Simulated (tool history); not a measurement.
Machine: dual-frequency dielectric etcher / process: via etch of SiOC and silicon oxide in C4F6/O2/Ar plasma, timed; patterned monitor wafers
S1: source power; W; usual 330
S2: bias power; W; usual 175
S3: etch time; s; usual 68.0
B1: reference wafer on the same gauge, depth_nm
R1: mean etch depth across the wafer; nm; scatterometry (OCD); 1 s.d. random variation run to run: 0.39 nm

{"run": 1, "hour": 0.0, "S1": 310, "S2": 208, "S3": 68.0, "B1": 59.8, "R1": 71.8}
{"run": 2, "hour": 40.5, "S1": 290, "S2": 175, "S3": 68.0, "B1": 59.9, "R1": 64.9}
{"run": 3, "hour": 91.0, "S1": 290, "S2": 175, "S3": 68.0, "B1": 59.9, "R1": 64.2}
{"hour": 139.5, "done": "bias power generator calibrated"}
{"run": 4, "hour": 141.7, "S1": 330, "S2": 146, "S3": 68.0, "B1": 59.8, "R1": 66.9}
{"run": 5, "hour": 183.9, "S1": 330, "S2": 146, "S3": 68.0, "B1": 59.8, "R1": 67.2}
{"hour": 192.8, "done": "source power generator calibrated"}
{"run": 6, "hour": 237.2, "S1": 330, "S2": 146, "S3": 68.0, "B1": 59.8, "R1": 67.9}
{"run": 7, "hour": 299.2, "S1": 330, "S2": 175, "S3": 80.5, "B1": 59.9, "R1": 83.9}
{"run": 8, "hour": 331.4, "S1": 330, "S2": 175, "S3": 80.5, "B1": 59.8, "R1": 83.5}
{"hour": 336.0, "done": "gauge calibrated"}
{"run": 9, "hour": 377.4, "S1": 380, "S2": 175, "S3": 78.5, "B1": 59.8, "R1": 88.9}
{"hour": 501.2, "done": "wet clean of the chamber"}
{"run": 10, "hour": 513.2, "S1": 330, "S2": 212, "S3": 68.0, "B1": 59.7, "R1": 75.3}
{"hour": 575.2, "done": "upper electrode replaced"}
{"run": 11, "hour": 575.7, "S1": 280, "S2": 139, "S3": 77.5, "B1": 59.8, "R1": 67.9}
{"run": 12, "hour": 597.7, "S1": 330, "S2": 208, "S3": 68.0, "B1": 59.8, "R1": 74.9}
{"run": 13, "hour": 632.5, "S1": 330, "S2": 150, "S3": 68.0, "B1": 59.9, "R1": 67.8}
{"run": 14, "hour": 676.4, "S1": 330, "S2": 175, "S3": 68.0, "B1": 59.8, "R1": 70.0}
{"run": 15, "hour": 719.8, "S1": 390, "S2": 175, "S3": 80.0, "B1": 59.8, "R1": 91.9}
{"run": 16, "hour": 770.5, "S1": 390, "S2": 149, "S3": 75.0, "B1": 59.8, "R1": 82.4}
{"run": 17, "hour": 800.7, "S1": 330, "S2": 175, "S3": 68.0, "B1": 59.7, "R1": 70.7}
{"run": 18, "hour": 868.9, "S1": 330, "S2": 175, "S3": 78.0, "B1": 59.7, "R1": 81.7}
{"run": 19, "hour": 929.8, "S1": 270, "S2": 145, "S3": 48.0, "B1": 59.8, "R1": 41.5}
{"run": 20, "hour": 992.0, "S1": 280, "S2": 175, "S3": 68.0, "B1": 59.8, "R1": 64.1}
{"run": 21, "hour": 1016.7, "S1": 330, "S2": 175, "S3": 68.0, "B1": 59.8, "R1": 70.3}
{"hour": 1065.0, "done": "wet clean of the chamber"}
{"run": 22, "hour": 1077.4, "S1": 300, "S2": 163, "S3": 53.0, "B1": 59.9, "R1": 50.8}
{"run": 23, "hour": 1137.8, "S1": 330, "S2": 175, "S3": 78.0, "B1": 59.8, "R1": 80.5}
{"run": 24, "hour": 1181.1, "S1": 330, "S2": 175, "S3": 68.0, "B1": 59.8, "R1": 70.4}
{"run": 25, "hour": 1224.3, "S1": 330, "S2": 175, "S3": 68.0, "B1": 59.8, "R1": 71.7}
{"run": 26, "hour": 1266.0, "S1": 380, "S2": 197, "S3": 68.0, "B1": 59.8, "R1": 79.0}
{"run": 27, "hour": 1335.4, "S1": 310, "S2": 192, "S3": 57.5, "B1": 59.8, "R1": 59.0}
{"run": 28, "hour": 1421.6, "S1": 270, "S2": 157, "S3": 52.5, "B1": 59.8, "R1": 46.3}
{"run": 29, "hour": 1488.9, "S1": 330, "S2": 203, "S3": 50.5, "B1": 59.8, "R1": 54.7}
{"run": 30, "hour": 1532.1, "S1": 270, "S2": 186, "S3": 68.0, "B1": 59.8, "R1": 63.1}

Predict each of these 4 candidate next runs independently; none follows another, all start after run 30:
{"run": "A", "hour": 1532.5, "S1": 330, "S2": 175, "S3": 77.5, "B1": "?", "R1": "?"}
{"run": "B", "hour": 1532.5, "S1": 410, "S2": 206, "S3": 56.5, "B1": "?", "R1": "?"}
{"run": "C", "hour": 1532.5, "S1": 290, "S2": 155, "S3": 80.0, "B1": "?", "R1": "?"}
{"run": "D", "hour": 1532.5, "S1": 360, "S2": 140, "S3": 68.0, "B1": "?", "R1": "?"}

run=A B1=59.8 R1=80.3
run=B B1=59.8 R1=69.6
run=C B1=59.8 R1=73.7
run=D B1=59.8 R1=69.8
Take away the tool's hidden state, keep each run's random variation, and the runs would have read:
run=A R1=80.3
run=B R1=69.6
run=C R1=73.7
run=D R1=69.8
